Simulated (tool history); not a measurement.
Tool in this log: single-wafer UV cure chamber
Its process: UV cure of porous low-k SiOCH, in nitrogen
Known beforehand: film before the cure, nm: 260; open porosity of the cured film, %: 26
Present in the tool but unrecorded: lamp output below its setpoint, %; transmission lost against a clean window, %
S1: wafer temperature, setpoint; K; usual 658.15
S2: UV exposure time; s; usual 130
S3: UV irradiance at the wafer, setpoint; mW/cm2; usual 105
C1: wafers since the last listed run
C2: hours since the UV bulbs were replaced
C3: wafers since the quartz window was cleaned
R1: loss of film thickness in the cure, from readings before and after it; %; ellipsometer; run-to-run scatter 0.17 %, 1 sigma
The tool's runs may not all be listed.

run 1 hour=0 | S1=658.15 S2=130 S3=105 | C1=0 C2=108.2 C3=2640 | R1=11.211
run 2 hour=46.4 | S1=658.15 S2=130 S3=105 | C1=583 C2=154.6 C3=3224 | R1=11.348
run 3 hour=121.3 | S1=658.15 S2=130 S3=105 | C1=942 C2=229.5 C3=4166 | R1=10.793
run 4 hour=218.8 | S1=658.15 S2=130 S3=105 | C1=1226 C2=327 C3=5393 | R1=10.543
-- hour=243.2 quartz window cleaned
run 5 hour=320 | S1=658.15 S2=130 S3=85 | C1=1172 C2=428.2 C3=966 | R1=10.106
run 6 hour=409.2 | S1=658.15 S2=130 S3=85 | C1=1122 C2=517.4 C3=2088 | R1=10.116
-- hour=682.5 quartz window cleaned
run 7 hour=728.6 | S1=658.15 S2=130 S3=105 | C1=3917 C2=836.8 C3=579 | R1=11.375
run 8 hour=831.4 | S1=658.15 S2=130 S3=105 | C1=1293 C2=939.6 C3=1872 | R1=11.367
run 9 hour=907.8 | S1=658.15 S2=130 S3=105 | C1=961 C2=1016 C3=2833 | R1=10.996
run 10 hour=963.8 | S1=658.15 S2=130 S3=105 | C1=704 C2=1072 C3=3538 | R1=11.152
run 11 hour=1002.6 | S1=658.15 S2=130 S3=105 | C1=488 C2=1110.8 C3=4026 | R1=10.983
-- hour=1088.3 quartz window cleaned
run 12 hour=1125.3 | S1=658.15 S2=65 S3=71 | C1=1442 C2=1233.5 C3=465 | R1=6.316
run 13 hour=1201.7 | S1=658.15 S2=130 S3=105 | C1=961 C2=1309.9 C3=1426 | R1=11.151
run 14 hour=1297.7 | S1=658.15 S2=65 S3=71 | C1=1207 C2=1405.9 C3=2634 | R1=6.255
-- hour=1359.1 UV bulbs replaced
run 15 hour=1363.7 | S1=666.15 S2=55 S3=121 | C1=729 C2=4.6 C3=3363 | R1=7.597
run 16 hour=1427.2 | S1=677.15 S2=65 S3=76 | C1=798 C2=68.1 C3=4162 | R1=6.499
run 17 hour=1467.7 | S1=658.15 S2=155 S3=119 | C1=509 C2=108.6 C3=4672 | R1=12.12
-- hour=1519.7 quartz window cleaned
run 18 hour=1567.3 | S1=649.15 S2=130 S3=105 | C1=1152 C2=208.2 C3=599 | R1=11.59
run 19 hour=1671.5 | S1=658.15 S2=85 S3=66 | C1=1310 C2=312.4 C3=1909 | R1=6.869
run 20 hour=1760.2 | S1=658.15 S2=130 S3=105 | C1=1115 C2=401.1 C3=3025 | R1=11.136
run 21 hour=1848.7 | S1=648.15 S2=185 S3=105 | C1=1113 C2=489.6 C3=4139 | R1=12.254
-- hour=1888.1 quartz window cleaned
run 22 hour=1955.3 | S1=669.15 S2=130 S3=137 | C1=1240 C2=596.2 C3=845 | R1=12.782
run 23 hour=2008.9 | S1=641.15 S2=130 S3=105 | C1=674 C2=649.8 C3=1520 | R1=11.014

Each row is a separate what-if for the run after 23, all from the same tool condition, not one after another. Results?
run A hour=2009.3 | S1=658.15 S2=130 S3=105 | C1=5 C2=650.2 C3=1525 | R1=?
run B hour=2009.3 | S1=658.15 S2=175 S3=105 | C1=5 C2=650.2 C3=1525 | R1=?
run C hour=2009.3 | S1=639.15 S2=130 S3=73 | C1=5 C2=650.2 C3=1525 | R1=?

run=A R1=11.654
run=B R1=13.207
run=C R1=9.416
The same runs, with their run-to-run variation unchanged, on a tool lacking any hidden condition would have given:
run=A R1=11.731
run=B R1=13.287
run=C R1=9.491

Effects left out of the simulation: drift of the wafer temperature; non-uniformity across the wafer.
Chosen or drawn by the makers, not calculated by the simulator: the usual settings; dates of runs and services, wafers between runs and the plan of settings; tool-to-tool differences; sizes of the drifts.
